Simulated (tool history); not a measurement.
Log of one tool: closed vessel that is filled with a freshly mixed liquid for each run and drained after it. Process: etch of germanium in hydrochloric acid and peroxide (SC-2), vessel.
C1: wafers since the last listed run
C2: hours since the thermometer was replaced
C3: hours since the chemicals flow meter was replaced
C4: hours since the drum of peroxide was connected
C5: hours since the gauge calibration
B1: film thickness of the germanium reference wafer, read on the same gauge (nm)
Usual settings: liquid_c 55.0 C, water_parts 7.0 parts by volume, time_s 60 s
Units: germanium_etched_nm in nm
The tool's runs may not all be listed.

Run 1, hour 0.0: usual settings but liquid_c 60.5 C, time_s 80 s; C1 0; C2 1479.6; C3 1867.1; C4 737.8; C5 370.0; B1 110.03. Result: germanium_etched_nm 163.93 nm.
Run 2, hour 13.8: usual settings but liquid_c 60.5 C, time_s 80 s; C1 1540; C2 1493.4; C3 1880.9; C4 751.6; C5 383.8; B1 109.99. Result: germanium_etched_nm 165.95 nm.
Run 3, hour 42.3: usual settings but liquid_c 59.0 C; C1 3181; C2 1521.9; C3 1909.4; C4 780.1; C5 412.3; B1 109.97. Result: germanium_etched_nm 118.34 nm.
At hour 62.6: gauge calibrated.
Run 4, hour 72.4: usual settings but liquid_c 51.5 C, time_s 70 s; C1 3360; C2 1552.0; C3 1939.5; C4 810.2; C5 9.8; B1 110.02. Result: germanium_etched_nm 108.88 nm.
Run 5, hour 88.5: usual settings but liquid_c 51.5 C, time_s 70 s; C1 1797; C2 1568.1; C3 1955.6; C4 826.3; C5 25.9; B1 110.00. Result: germanium_etched_nm 109.78 nm.
Run 6, hour 122.8: usual settings; C1 3829; C2 1602.4; C3 1989.9; C4 860.6; C5 60.2; B1 110.00. Result: germanium_etched_nm 104.41 nm.
Run 7, hour 154.2: usual settings; C1 3505; C2 1633.8; C3 2021.3; C4 892.0; C5 91.6; B1 110.00. Result: germanium_etched_nm 105.54 nm.
Run 8, hour 168.0: usual settings; C1 1540; C2 1647.6; C3 2035.1; C4 905.8; C5 105.4; B1 109.99. Result: germanium_etched_nm 105.15 nm.
At hour 183.4: new drum of peroxide connected.
Run 9, hour 191.2: usual settings; C1 2478; C2 1670.8; C3 2058.3; C4 7.8; C5 128.6; B1 110.00. Result: germanium_etched_nm 103.49 nm.
Run 10, hour 225.3: usual settings; C1 3806; C2 1704.9; C3 2092.4; C4 41.9; C5 162.7; B1 109.98. Result: germanium_etched_nm 104.86 nm.
Run 11, hour 247.4: usual settings but time_s 70 s; C1 2467; C2 1727.0; C3 2114.5; C4 64.0; C5 184.8; B1 109.98. Result: germanium_etched_nm 122.81 nm.
Run 12, hour 280.0: usual settings but time_s 70 s; C1 3639; C2 1759.6; C3 2147.1; C4 96.6; C5 217.4; B1 109.97. Result: germanium_etched_nm 122.74 nm.
Run 13, hour 298.9: usual settings but time_s 70 s; C1 2109; C2 1778.5; C3 2166.0; C4 115.5; C5 236.3; B1 110.02. Result: germanium_etched_nm 122.60 nm.
Run 14, hour 316.2: usual settings; C1 1931; C2 1795.8; C3 2183.3; C4 132.8; C5 253.6; B1 109.99. Result: germanium_etched_nm 104.78 nm.
Run 15, hour 330.6: usual settings but liquid_c 45.0 C, water_parts 5.5 parts by volume, time_s 75 s; C1 1607; C2 1810.2; C3 2197.7; C4 147.2; C5 268.0; B1 109.98. Result: germanium_etched_nm 95.74 nm.
At hour 346.6: chemicals flow meter replaced.
Run 16, hour 360.7: usual settings but liquid_c 48.0 C, time_s 30 s; C1 3248; C2 1840.3; C3 14.1; C4 177.3; C5 298.1; B1 110.01. Result: germanium_etched_nm 42.28 nm.
Run 17, hour 381.7: usual settings but liquid_c 48.5 C, time_s 70 s; C1 2344; C2 1861.3; C3 35.1; C4 198.3; C5 319.1; B1 109.96. Result: germanium_etched_nm 99.53 nm.
Run 18, hour 398.4: usual settings but liquid_c 52.5 C; C1 1864; C2 1878.0; C3 51.8; C4 215.0; C5 335.8; B1 110.00. Result: germanium_etched_nm 97.26 nm.
At hour 417.1: gauge calibrated.
Run 19, hour 422.5: usual settings but liquid_c 61.0 C, water_parts 8.0 parts by volume; C1 2690; C2 1902.1; C3 75.9; C4 239.1; C5 5.4; B1 110.00. Result: germanium_etched_nm 124.78 nm.
Run 20, hour 443.1: usual settings; C1 2299; C2 1922.7; C3 96.5; C4 259.7; C5 26.0; B1 110.03. Result: germanium_etched_nm 105.28 nm.
At hour 447.9: thermometer replaced.
Run 21, hour 461.7: usual settings but liquid_c 48.5 C, water_parts 10.0 parts by volume, time_s 85 s; C1 1964; C2 13.8; C3 115.1; C4 278.3; C5 44.6; B1 110.02. Result: germanium_etched_nm 117.83 nm.
Run 22, hour 487.6: usual settings; C1 2891; C2 39.7; C3 141.0; C4 304.2; C5 70.5; B1 110.00. Result: germanium_etched_nm 104.23 nm.
Run 23, hour 515.6: usual settings but liquid_c 52.5 C, water_parts 4.5 parts by volume, time_s 40 s; C1 3125; C2 67.7; C3 169.0; C4 332.2; C5 98.5; B1 110.02. Result: germanium_etched_nm 65.23 nm.
Run 24, hour 545.3: usual settings but liquid_c 58.5 C; C1 3315; C2 97.4; C3 198.7; C4 361.9; C5 128.2; B1 110.00. Result: germanium_etched_nm 116.40 nm.
Run 25, hour 559.9: usual settings; C1 1629; C2 112.0; C3 213.3; C4 376.5; C5 142.8; B1 109.97. Result: germanium_etched_nm 103.02 nm.
Run 26, hour 577.8: usual settings but liquid_c 61.5 C, water_parts 10.5 parts by volume; C1 1998; C2 129.9; C3 231.2; C4 394.4; C5 160.7; B1 109.98. Result: germanium_etched_nm 121.89 nm.
Run 27, hour 609.0: usual settings but water_parts 4.0 parts by volume; C1 3483; C2 161.1; C3 262.4; C4 425.6; C5 191.9; B1 110.02. Result: germanium_etched_nm 107.40 nm.

3 ways to go on from here, each from the tool as it stands after run 27. What would each give?
Run A, hour 609.7: usual settings but time_s 40 s; C1 78; C2 161.8; C3 263.1; C4 426.3; C5 192.6; B1 ?. Result: germanium_etched_nm ?.
Run B, hour 609.7: usual settings but liquid_c 51.5 C, water_parts 10.5 parts by volume, time_s 80 s; C1 78; C2 161.8; C3 263.1; C4 426.3; C5 192.6; B1 ?. Result: germanium_etched_nm ?.
Run C, hour 609.7: usual settings but liquid_c 52.5 C, water_parts 4.5 parts by volume, time_s 50 s; C1 78; C2 161.8; C3 263.1; C4 426.3; C5 192.6; B1 ?. Result: germanium_etched_nm ?.

run      B1  germanium_etched_nm
  A  110.00                69.44
  B  110.00               120.63
  C  110.00                81.61
Without the tool's hidden state the same runs would have given:
run  germanium_etched_nm
  A                69.44
  B               120.63
  C                81.61
